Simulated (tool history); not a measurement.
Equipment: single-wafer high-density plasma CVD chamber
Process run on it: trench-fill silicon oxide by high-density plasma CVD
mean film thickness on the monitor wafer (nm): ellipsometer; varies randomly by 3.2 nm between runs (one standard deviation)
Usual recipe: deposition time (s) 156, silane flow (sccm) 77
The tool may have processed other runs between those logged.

| run | hour | deposition time (s) | silane flow (sccm) | wafers since the last listed run | hours since the silane flow controller was replaced | hours since the gauge calibration | read-back reference wafer on the same gauge, thickness_nm | mean film thickness on the monitor wafer (nm) |
|---|---|---|---|---|---|---|---|---|
| 1 | 0 | 163 | 77 | 0 | 3301.5 | 153.7 | 1129.515 | 1206.35 |
| 2 | 24.1 | 163 | 77 | 171 | 3325.6 | 177.8 | 1130.586 | 1211.643 |
| 3 | 49 | 156 | 84 | 177 | 3350.5 | 202.7 | 1130.78 | 1263.291 |
| 4 | 135.1 | 176 | 77 | 614 | 3436.6 | 288.8 | 1129.797 | 1293.97 |
| 5 | 184.4 | 156 | 77 | 351 | 3485.9 | 338.1 | 1130.39 | 1150.292 |
| 6 | 210.8 | 156 | 77 | 188 | 3512.3 | 364.5 | 1130.984 | 1152.409 |
| 7 | 247.6 | 156 | 77 | 262 | 3549.1 | 401.3 | 1130.522 | 1148.715 |
| 8 | 316.1 | 156 | 77 | 488 | 3617.6 | 469.8 | 1130.571 | 1147.678 |
| 9 | 379.3 | 148 | 72 | 450 | 3680.8 | 533 | 1129.122 | 1019.014 |
| 10 | 448.8 | 148 | 72 | 495 | 3750.3 | 602.5 | 1129.831 | 1017.259 |
| 11 | 502.2 | 156 | 77 | 381 | 3803.7 | 655.9 | 1129.774 | 1146.83 |
| 12 | 532.6 | 127 | 89 | 216 | 3834.1 | 686.3 | 1129.209 | 1081.217 |
| 13 | 563.5 | 156 | 77 | 220 | 3865 | 717.2 | 1131.262 | 1141.496 |
|  | 593.6 | silane flow controller replaced |
| 14 | 604 | 156 | 77 | 231 | 10.4 | 757.7 | 1128.564 | 1196.552 |
|  | 727.8 | gauge calibrated |
| 15 | 812 | 166 | 83 | 1484 | 218.4 | 84.2 | 1129.632 | 1364.96 |
| 16 | 879.6 | 147 | 92 | 482 | 286 | 151.8 | 1130.841 | 1338.348 |
| 17 | 921 | 156 | 77 | 295 | 327.4 | 193.2 | 1128.357 | 1193.545 |
| 18 | 971.3 | 156 | 77 | 358 | 377.7 | 243.5 | 1129.902 | 1195.824 |
| 19 | 1159.6 | 156 | 77 | 1343 | 566 | 431.8 | 1128.666 | 1187.149 |

Predict the results of run 20:
| 20 | 1228.3 | 165 | 70 | 490 | 634.7 | 500.5 | ? | ? |

Logged for run 20: read-back reference wafer on the same gauge, thickness_nm 1128.852, mean film thickness on the monitor wafer (nm) 1138.535.
Were there no unlogged condition in the tool, this run, its random variation unchanged, would have produced mean film thickness on the monitor wafer (nm) 1147.017.

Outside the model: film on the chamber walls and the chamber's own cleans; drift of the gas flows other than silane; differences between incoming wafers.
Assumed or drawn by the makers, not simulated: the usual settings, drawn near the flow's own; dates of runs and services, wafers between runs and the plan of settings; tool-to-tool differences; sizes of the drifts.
